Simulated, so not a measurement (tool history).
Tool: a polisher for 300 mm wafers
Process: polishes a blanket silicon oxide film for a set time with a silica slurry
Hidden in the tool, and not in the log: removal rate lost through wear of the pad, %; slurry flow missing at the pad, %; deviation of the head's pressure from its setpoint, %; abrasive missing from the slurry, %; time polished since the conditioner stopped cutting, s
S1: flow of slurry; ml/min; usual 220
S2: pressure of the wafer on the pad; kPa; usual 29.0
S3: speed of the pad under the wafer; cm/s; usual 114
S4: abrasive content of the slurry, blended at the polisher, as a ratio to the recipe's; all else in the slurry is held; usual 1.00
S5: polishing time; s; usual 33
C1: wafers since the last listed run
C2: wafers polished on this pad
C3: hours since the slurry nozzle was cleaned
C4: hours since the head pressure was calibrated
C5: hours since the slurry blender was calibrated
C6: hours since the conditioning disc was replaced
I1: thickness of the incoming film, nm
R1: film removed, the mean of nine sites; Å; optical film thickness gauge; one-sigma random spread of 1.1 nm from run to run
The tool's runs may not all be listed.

| run | hour | S1 | S2 | S3 | S4 | S5 | C1 | C2 | C3 | C4 | C5 | C6 | I1 | R1 |
|---|---|---|---|---|---|---|---|---|---|---|---|---|---|---|
| 1 | 0.0 | 220 | 24.8 | 114 | 1.00 | 38 | 0 | 6 | 50.4 | 262.5 | 286.4 | 320.6 | 993.1 | 1083 |
| 2 | 69.6 | 220 | 29.0 | 114 | 1.00 | 33 | 1058 | 1065 | 120.0 | 332.1 | 356.0 | 390.2 | 1001.6 | 1040 |
|  | 136.6 | conditioning disc replaced and pad reconditioned |
| 3 | 137.1 | 220 | 29.0 | 114 | 1.00 | 33 | 996 | 2062 | 187.5 | 399.6 | 423.5 | 0.5 | 985.6 | 1020 |
|  | 173.6 | slurry blender recalibrated |
| 4 | 183.5 | 220 | 29.0 | 114 | 1.00 | 33 | 675 | 2737 | 233.9 | 446.0 | 9.9 | 46.9 | 1004.4 | 1034 |
| 5 | 246.5 | 220 | 29.0 | 114 | 1.00 | 33 | 958 | 3696 | 296.9 | 509.0 | 72.9 | 109.9 | 981.1 | 1035 |
| 6 | 290.0 | 270 | 29.0 | 102 | 1.00 | 33 | 661 | 4358 | 340.4 | 552.5 | 116.4 | 153.4 | 979.8 | 957 |
|  | 361.2 | worn pad replaced by a new one |
| 7 | 362.6 | 220 | 29.0 | 124 | 1.00 | 33 | 1043 | 20 | 413.0 | 625.1 | 189.0 | 226.0 | 989.2 | 1093 |
| 8 | 431.4 | 220 | 29.0 | 124 | 1.00 | 33 | 1046 | 1067 | 481.8 | 693.9 | 257.8 | 294.8 | 1003.0 | 1052 |
|  | 461.3 | slurry nozzle cleaned |
|  | 544.2 | conditioning disc replaced and pad reconditioned |
|  | 594.7 | slurry blender recalibrated |
| 9 | 636.1 | 220 | 29.0 | 124 | 1.00 | 33 | 3038 | 4105 | 174.8 | 898.6 | 41.4 | 91.9 | 998.7 | 1124 |
| 10 | 709.4 | 220 | 29.0 | 146 | 1.00 | 33 | 1115 | 5221 | 248.1 | 971.9 | 114.7 | 165.2 | 987.6 | 1233 |
|  | 755.8 | head pressure recalibrated |
|  | 770.4 | worn pad replaced by a new one |
| 11 | 770.9 | 220 | 29.0 | 114 | 1.00 | 33 | 844 | 8 | 309.6 | 15.1 | 176.2 | 226.7 | 988.1 | 1024 |
| 12 | 826.2 | 180 | 29.0 | 114 | 0.80 | 33 | 841 | 849 | 364.9 | 70.4 | 231.5 | 282.0 | 1007.1 | 881 |
| 13 | 885.0 | 220 | 26.2 | 94 | 1.00 | 39 | 894 | 1744 | 423.7 | 129.2 | 290.3 | 340.8 | 988.0 | 946 |
|  | 918.7 | conditioning disc replaced and pad reconditioned |
|  | 929.8 | slurry nozzle cleaned |
| 14 | 948.8 | 220 | 20.0 | 142 | 1.15 | 33 | 925 | 2669 | 19.0 | 193.0 | 354.1 | 30.1 | 985.5 | 1038 |
| 15 | 1023.7 | 150 | 35.2 | 98 | 1.20 | 33 | 1139 | 3809 | 93.9 | 267.9 | 429.0 | 105.0 | 996.7 | 1108 |
|  | 1072.6 | slurry blender recalibrated |
| 16 | 1087.2 | 220 | 29.0 | 126 | 1.00 | 37 | 935 | 4744 | 157.4 | 331.4 | 14.6 | 168.5 | 977.4 | 1245 |
| 17 | 1150.7 | 220 | 29.0 | 86 | 1.25 | 38 | 966 | 5710 | 220.9 | 394.9 | 78.1 | 232.0 | 982.2 | 1032 |
|  | 1156.5 | worn pad replaced by a new one |
| 18 | 1257.0 | 220 | 29.0 | 132 | 1.00 | 43 | 1556 | 1529 | 327.2 | 501.2 | 184.4 | 338.3 | 989.1 | 1509 |
|  | 1307.0 | conditioning disc replaced and pad reconditioned |
|  | 1340.3 | slurry nozzle cleaned |
| 19 | 1429.2 | 220 | 24.8 | 114 | 1.25 | 33 | 2574 | 4104 | 88.9 | 673.4 | 356.6 | 122.2 | 982.9 | 1016 |
| 20 | 1474.7 | 200 | 21.4 | 114 | 1.25 | 33 | 692 | 4796 | 134.4 | 718.9 | 402.1 | 167.7 | 988.3 | 905 |
|  | 1526.0 | worn pad replaced by a new one |
|  | 1530.7 | slurry blender recalibrated |
|  | 1677.8 | conditioning disc replaced and pad reconditioned |
| 21 | 1704.3 | 155 | 29.0 | 148 | 0.75 | 41 | 3371 | 2652 | 364.0 | 948.5 | 173.6 | 26.5 | 999.6 | 1262 |
|  | 1849.3 | head pressure recalibrated |
|  | 1860.9 | slurry nozzle cleaned |
| 22 | 1868.4 | 220 | 29.0 | 114 | 1.00 | 33 | 2451 | 5103 | 7.5 | 19.1 | 337.7 | 190.6 | 995.9 | 1070 |
|  | 1901.1 | slurry blender recalibrated |
| 23 | 1916.2 | 220 | 29.0 | 114 | 1.00 | 33 | 696 | 5800 | 55.3 | 66.9 | 15.1 | 238.4 | 990.4 | 1039 |
|  | 1920.7 | worn pad replaced by a new one |
| 24 | 1963.0 | 195 | 29.0 | 86 | 1.25 | 37 | 651 | 643 | 102.1 | 113.7 | 61.9 | 285.2 | 994.4 | 1026 |

5 ways to go on from here, each from the tool as it stands after run 24. What would each give?
| A | 1963.4 | 220 | 39.3 | 114 | 1.00 | 33 | 6 | 649 | 102.5 | 114.1 | 62.3 | 285.6 | 978.4 | ? |
| B | 1963.4 | 220 | 29.0 | 114 | 0.70 | 43 | 6 | 649 | 102.5 | 114.1 | 62.3 | 285.6 | 978.4 | ? |
| C | 1963.4 | 280 | 38.6 | 134 | 1.15 | 33 | 6 | 649 | 102.5 | 114.1 | 62.3 | 285.6 | 978.4 | ? |
| D | 1963.4 | 220 | 29.0 | 114 | 0.85 | 40 | 6 | 649 | 102.5 | 114.1 | 62.3 | 285.6 | 978.4 | ? |
| E | 1963.4 | 170 | 37.9 | 114 | 1.00 | 38 | 6 | 649 | 102.5 | 114.1 | 62.3 | 285.6 | 978.4 | ? |

| run | R1 |
|---|---|
| A | 1343 |
| B | 1150 |
| C | 1643 |
| D | 1187 |
| E | 1460 |
Without the tool's unlogged condition, the same runs would have read:
| run | R1 |
|---|---|
| A | 1358 |
| B | 1163 |
| C | 1658 |
| D | 1200 |
| E | 1479 |
